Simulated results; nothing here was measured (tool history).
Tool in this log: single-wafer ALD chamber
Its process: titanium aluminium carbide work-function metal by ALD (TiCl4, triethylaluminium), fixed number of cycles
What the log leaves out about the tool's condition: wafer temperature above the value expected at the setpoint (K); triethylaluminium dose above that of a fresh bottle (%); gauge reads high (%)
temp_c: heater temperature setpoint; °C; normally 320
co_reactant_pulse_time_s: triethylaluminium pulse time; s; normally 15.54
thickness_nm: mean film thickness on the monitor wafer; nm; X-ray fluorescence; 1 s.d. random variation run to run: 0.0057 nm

run     day  temp_c  co_reactant_pulse_time_s  wafers since the last listed run  hours since the last thermocouple change  hours since the last triethylaluminium bottle change  hours since the showerhead was replaced  hours since the gauge calibration  read-back reference wafer on the same gauge, thickness_nm  thickness_nm
  1   0.000     320                     11.66                                 0                                      11.2                                                1131.3                                   5961.2                              663.2                                                      2.371         2.283
  2   2.104     320                     15.54                               628                                      61.7                                                1181.8                                   6011.7                              713.7                                                      2.371         2.298
      2.667  -- triethylaluminium bottle replaced
  3   4.492     320                     15.54                               613                                     119.0                                                  43.8                                   6069.0                              771.0                                                      2.371         2.286
  4   6.625     320                     13.23                               636                                     170.2                                                  95.0                                   6120.2                              822.2                                                      2.375         2.276
  5   9.504     320                     13.23                               859                                     239.3                                                 164.1                                   6189.3                              891.3                                                      2.377         2.281
  6  10.912     320                     13.23                               420                                     273.1                                                 197.9                                   6223.1                              925.1                                                      2.379         2.291
  7  12.879     320                     15.54                               587                                     320.3                                                 245.1                                   6270.3                              972.3                                                      2.382         2.306
  8  17.212     320                     15.54                              1293                                     424.3                                                 349.1                                   6374.3                             1076.3                                                      2.384         2.307
  9  18.646     320                     15.54                               427                                     458.7                                                 383.5                                   6408.7                             1110.7                                                      2.385         2.304
 10  20.383     315                     15.54                               518                                     500.4                                                 425.2                                   6450.4                             1152.4                                                      2.390         2.254
     22.567  -- gauge calibrated
 11  23.267     315                     15.54                               860                                     569.6                                                 494.4                                   6519.6                               16.8                                                      2.357         2.224
 12  25.521     326                     15.54                               673                                     623.7                                                 548.5                                   6573.7                               70.9                                                      2.358         2.346
 13  28.188     326                     15.54                               796                                     687.7                                                 612.5                                   6637.7                              134.9                                                      2.358         2.341
     30.854  -- showerhead replaced
 14  30.875     326                     15.54                               702                                     752.2                                                 677.0                                      0.5                              199.4                                                      2.359         2.337
 15  33.129     320                     17.45                               673                                     806.3                                                 731.1                                     54.6                              253.5                                                      2.359         2.285
 16  35.708     332                     15.54                               770                                     868.2                                                 793.0                                    116.5                              315.4                                                      2.360         2.403
 17  38.179     315                     15.54                               737                                     927.5                                                 852.3                                    175.8                              374.7                                                      2.361         2.234
 18  44.758     324                     10.49                              1964                                    1085.4                                                1010.2                                    333.7                              532.6                                                      2.362         2.297
 19  46.646     309                     18.54                               563                                    1130.7                                                1055.5                                    379.0                              577.9                                                      2.365         2.169
     48.075  -- thermocouple changed; heater temperature recalibrated
 20  48.612     316                     10.52                               487                                      12.9                                                1102.7                                    426.2                              625.1                                                      2.366         2.217
     50.629  -- triethylaluminium bottle replaced
 21  50.650     329                     15.54                               508                                      61.8                                                   0.5                                    475.1                              674.0                                                      2.368         2.388
 22  53.267     320                     15.54                               781                                     124.6                                                  63.3                                    537.9                              736.8                                                      2.371         2.289
 23  54.438     330                     15.54                               349                                     152.7                                                  91.4                                    566.0                              764.9                                                      2.371         2.394
 24  56.221     320                     15.54                               532                                     195.5                                                 134.2                                    608.8                              807.7                                                      2.373         2.298
 25  57.950     320                     13.33                               516                                     237.0                                                 175.7                                    650.3                              849.2                                                      2.373         2.274
 26  60.658     308                     17.55                               808                                     302.0                                                 240.7                                    715.3                              914.2                                                      2.377         2.168
 27  63.379     313                     20.82                               812                                     367.3                                                 306.0                                    780.6                              979.5                                                      2.380         2.232
 28  65.838     329                     20.15                               733                                     426.3                                                 365.0                                    839.6                             1038.5                                                      2.383         2.396
     67.596  -- gauge calibrated
 29  68.371     320                      9.52                               756                                     487.1                                                 425.8                                    900.4                               18.6                                                      2.359         2.246

Alternative continuations, all from the tool just after run 29; predict every row:
  A  68.388     320                     15.54                                 4                                     487.5                                                 426.2                                    900.8                               19.0                                                          ?             ?
  B  68.388     310                     12.30                                 4                                     487.5                                                 426.2                                    900.8                               19.0                                                          ?             ?
  C  68.388     325                     15.54                                 4                                     487.5                                                 426.2                                    900.8                               19.0                                                          ?             ?
  D  68.388     326                     11.22                                 4                                     487.5                                                 426.2                                    900.8                               19.0                                                          ?             ?
  E  68.388     320                     20.78                                 4                                     487.5                                                 426.2                                    900.8                               19.0                                                          ?             ?

run  read-back reference wafer on the same gauge, thickness_nm  thickness_nm
  A                                                      2.360         2.279
  B                                                      2.360         2.162
  C                                                      2.360         2.332
  D                                                      2.360         2.322
  E                                                      2.360         2.287
The same runs, with their run-to-run variation unchanged, on a tool lacking any hidden condition would have given:
run  thickness_nm
  A         2.280
  B         2.163
  C         2.333
  D         2.323
  E         2.288
